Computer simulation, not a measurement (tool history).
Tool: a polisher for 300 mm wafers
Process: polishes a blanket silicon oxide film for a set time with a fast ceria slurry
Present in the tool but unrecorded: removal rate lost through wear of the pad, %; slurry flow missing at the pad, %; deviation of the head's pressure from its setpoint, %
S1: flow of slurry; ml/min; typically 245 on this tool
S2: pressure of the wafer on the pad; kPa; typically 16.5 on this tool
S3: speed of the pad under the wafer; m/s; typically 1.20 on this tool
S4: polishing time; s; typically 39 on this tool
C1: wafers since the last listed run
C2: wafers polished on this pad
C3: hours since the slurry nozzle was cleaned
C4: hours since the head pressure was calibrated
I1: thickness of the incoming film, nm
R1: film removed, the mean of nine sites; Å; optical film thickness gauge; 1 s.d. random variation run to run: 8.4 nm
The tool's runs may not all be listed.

{"run": 1, "day": 0.0, "S1": 245, "S2": 16.5, "S3": 1.2, "S4": 39, "C1": 0, "C2": 1612, "C3": 137.2, "C4": 416.7, "I1": 1785.8, "R1": 6772}
{"run": 2, "day": 2.754, "S1": 245, "S2": 16.5, "S3": 1.2, "S4": 39, "C1": 445, "C2": 2058, "C3": 203.3, "C4": 482.8, "I1": 1804.0, "R1": 6521}
{"run": 3, "day": 6.558, "S1": 245, "S2": 16.5, "S3": 1.2, "S4": 39, "C1": 615, "C2": 2673, "C3": 294.6, "C4": 574.1, "I1": 1810.0, "R1": 6548}
{"day": 7.667, "done": "worn pad replaced by a new one"}
{"run": 4, "day": 10.308, "S1": 245, "S2": 16.5, "S3": 1.2, "S4": 39, "C1": 579, "C2": 427, "C3": 384.6, "C4": 664.1, "I1": 1793.5, "R1": 6581}
{"run": 5, "day": 12.821, "S1": 245, "S2": 16.5, "S3": 1.2, "S4": 39, "C1": 406, "C2": 834, "C3": 444.9, "C4": 724.4, "I1": 1798.0, "R1": 6385}
{"run": 6, "day": 15.592, "S1": 245, "S2": 16.5, "S3": 1.2, "S4": 39, "C1": 448, "C2": 1282, "C3": 511.4, "C4": 790.9, "I1": 1790.8, "R1": 6182}
{"day": 16.379, "done": "slurry nozzle cleaned"}
{"day": 19.158, "done": "head pressure recalibrated"}
{"run": 7, "day": 19.338, "S1": 245, "S2": 16.5, "S3": 1.2, "S4": 28, "C1": 585, "C2": 1868, "C3": 71.0, "C4": 4.3, "I1": 1782.8, "R1": 4754}
{"run": 8, "day": 22.667, "S1": 245, "S2": 16.5, "S3": 1.2, "S4": 28, "C1": 538, "C2": 2407, "C3": 150.9, "C4": 84.2, "I1": 1811.1, "R1": 4711}
{"run": 9, "day": 25.704, "S1": 245, "S2": 16.5, "S3": 1.2, "S4": 39, "C1": 491, "C2": 2898, "C3": 223.8, "C4": 157.1, "I1": 1788.0, "R1": 6498}
{"run": 10, "day": 28.029, "S1": 245, "S2": 16.5, "S3": 1.2, "S4": 39, "C1": 376, "C2": 3275, "C3": 279.6, "C4": 212.9, "I1": 1808.3, "R1": 6429}
{"day": 29.204, "done": "worn pad replaced by a new one"}
{"run": 11, "day": 30.808, "S1": 245, "S2": 16.5, "S3": 1.2, "S4": 49, "C1": 422, "C2": 259, "C3": 346.3, "C4": 279.6, "I1": 1804.1, "R1": 8475}
{"run": 12, "day": 34.388, "S1": 245, "S2": 16.5, "S3": 1.2, "S4": 39, "C1": 579, "C2": 839, "C3": 432.2, "C4": 365.5, "I1": 1832.2, "R1": 6341}
{"day": 38.242, "done": "slurry nozzle cleaned"}
{"run": 13, "day": 38.925, "S1": 245, "S2": 16.5, "S3": 1.2, "S4": 39, "C1": 727, "C2": 1566, "C3": 16.4, "C4": 474.4, "I1": 1783.1, "R1": 6664}
{"run": 14, "day": 48.183, "S1": 245, "S2": 16.5, "S3": 1.2, "S4": 39, "C1": 1498, "C2": 3064, "C3": 238.6, "C4": 696.6, "I1": 1791.6, "R1": 6426}
{"day": 48.846, "done": "worn pad replaced by a new one"}
{"day": 49.079, "done": "head pressure recalibrated"}
{"run": 15, "day": 51.067, "S1": 245, "S2": 16.5, "S3": 1.2, "S4": 39, "C1": 426, "C2": 345, "C3": 307.8, "C4": 47.7, "I1": 1769.8, "R1": 6605}
{"run": 16, "day": 54.0, "S1": 245, "S2": 13.1, "S3": 1.0, "S4": 47, "C1": 474, "C2": 820, "C3": 378.2, "C4": 118.1, "I1": 1807.1, "R1": 5848}
{"day": 56.15, "done": "slurry nozzle cleaned"}
{"run": 17, "day": 58.067, "S1": 245, "S2": 16.5, "S3": 1.2, "S4": 39, "C1": 651, "C2": 1471, "C3": 46.0, "C4": 215.7, "I1": 1788.3, "R1": 6775}
{"run": 18, "day": 61.354, "S1": 295, "S2": 16.5, "S3": 1.2, "S4": 39, "C1": 532, "C2": 2003, "C3": 124.9, "C4": 294.6, "I1": 1799.1, "R1": 6640}
{"run": 19, "day": 64.129, "S1": 245, "S2": 16.5, "S3": 1.2, "S4": 45, "C1": 449, "C2": 2452, "C3": 191.5, "C4": 361.2, "I1": 1794.8, "R1": 7444}
{"run": 20, "day": 67.212, "S1": 310, "S2": 21.4, "S3": 0.98, "S4": 44, "C1": 498, "C2": 2951, "C3": 265.5, "C4": 435.2, "I1": 1775.2, "R1": 8004}
{"day": 68.533, "done": "worn pad replaced by a new one"}
{"run": 21, "day": 68.783, "S1": 295, "S2": 16.5, "S3": 1.42, "S4": 39, "C1": 227, "C2": 40, "C3": 303.2, "C4": 472.9, "I1": 1822.6, "R1": 8234}
{"run": 22, "day": 70.333, "S1": 245, "S2": 13.8, "S3": 1.2, "S4": 29, "C1": 250, "C2": 291, "C3": 340.4, "C4": 510.1, "I1": 1780.1, "R1": 4490}
{"run": 23, "day": 73.729, "S1": 320, "S2": 13.8, "S3": 1.2, "S4": 39, "C1": 549, "C2": 841, "C3": 421.9, "C4": 591.6, "I1": 1786.5, "R1": 5864}
{"day": 75.033, "done": "slurry nozzle cleaned"}
{"run": 24, "day": 78.054, "S1": 215, "S2": 16.5, "S3": 1.2, "S4": 53, "C1": 693, "C2": 1534, "C3": 72.5, "C4": 695.4, "I1": 1813.1, "R1": 8901}
{"run": 25, "day": 81.325, "S1": 320, "S2": 13.8, "S3": 1.2, "S4": 39, "C1": 529, "C2": 2063, "C3": 151.0, "C4": 773.9, "I1": 1803.5, "R1": 5894}
{"day": 81.838, "done": "head pressure recalibrated"}
{"run": 26, "day": 84.15, "S1": 245, "S2": 16.5, "S3": 1.36, "S4": 31, "C1": 443, "C2": 2507, "C3": 218.8, "C4": 55.5, "I1": 1814.7, "R1": 5536}
{"day": 86.525, "done": "worn pad replaced by a new one"}
{"run": 27, "day": 87.225, "S1": 245, "S2": 16.5, "S3": 1.2, "S4": 39, "C1": 470, "C2": 113, "C3": 292.6, "C4": 129.3, "I1": 1813.1, "R1": 6864}
{"run": 28, "day": 90.454, "S1": 245, "S2": 16.5, "S3": 1.2, "S4": 28, "C1": 522, "C2": 635, "C3": 370.1, "C4": 206.8, "I1": 1813.9, "R1": 4700}
{"day": 95.283, "done": "slurry nozzle cleaned"}
{"run": 29, "day": 100.2, "S1": 245, "S2": 16.5, "S3": 1.2, "S4": 39, "C1": 1570, "C2": 2206, "C3": 118.0, "C4": 440.7, "I1": 1798.8, "R1": 6581}
{"run": 30, "day": 102.754, "S1": 245, "S2": 16.5, "S3": 1.2, "S4": 39, "C1": 413, "C2": 2619, "C3": 179.3, "C4": 502.0, "I1": 1783.8, "R1": 6386}

Predict each of these 3 candidate next runs independently; none follows another, all start after run 30:
{"run": "A", "day": 102.771, "S1": 245, "S2": 16.5, "S3": 1.34, "S4": 39, "C1": 2, "C2": 2622, "C3": 179.7, "C4": 502.4, "I1": 1795.2, "R1": "?"}
{"run": "B", "day": 102.771, "S1": 245, "S2": 20.0, "S3": 1.2, "S4": 51, "C1": 2, "C2": 2622, "C3": 179.7, "C4": 502.4, "I1": 1795.2, "R1": "?"}
{"run": "C", "day": 102.771, "S1": 205, "S2": 14.5, "S3": 1.02, "S4": 39, "C1": 2, "C2": 2622, "C3": 179.7, "C4": 502.4, "I1": 1795.2, "R1": "?"}

run=A R1=7075
run=B R1=9926
run=C R1=5162
The same runs, with their run-to-run variation unchanged, on a tool lacking any hidden condition would have given:
run=A R1=7853
run=B R1=11018
run=C R1=5744

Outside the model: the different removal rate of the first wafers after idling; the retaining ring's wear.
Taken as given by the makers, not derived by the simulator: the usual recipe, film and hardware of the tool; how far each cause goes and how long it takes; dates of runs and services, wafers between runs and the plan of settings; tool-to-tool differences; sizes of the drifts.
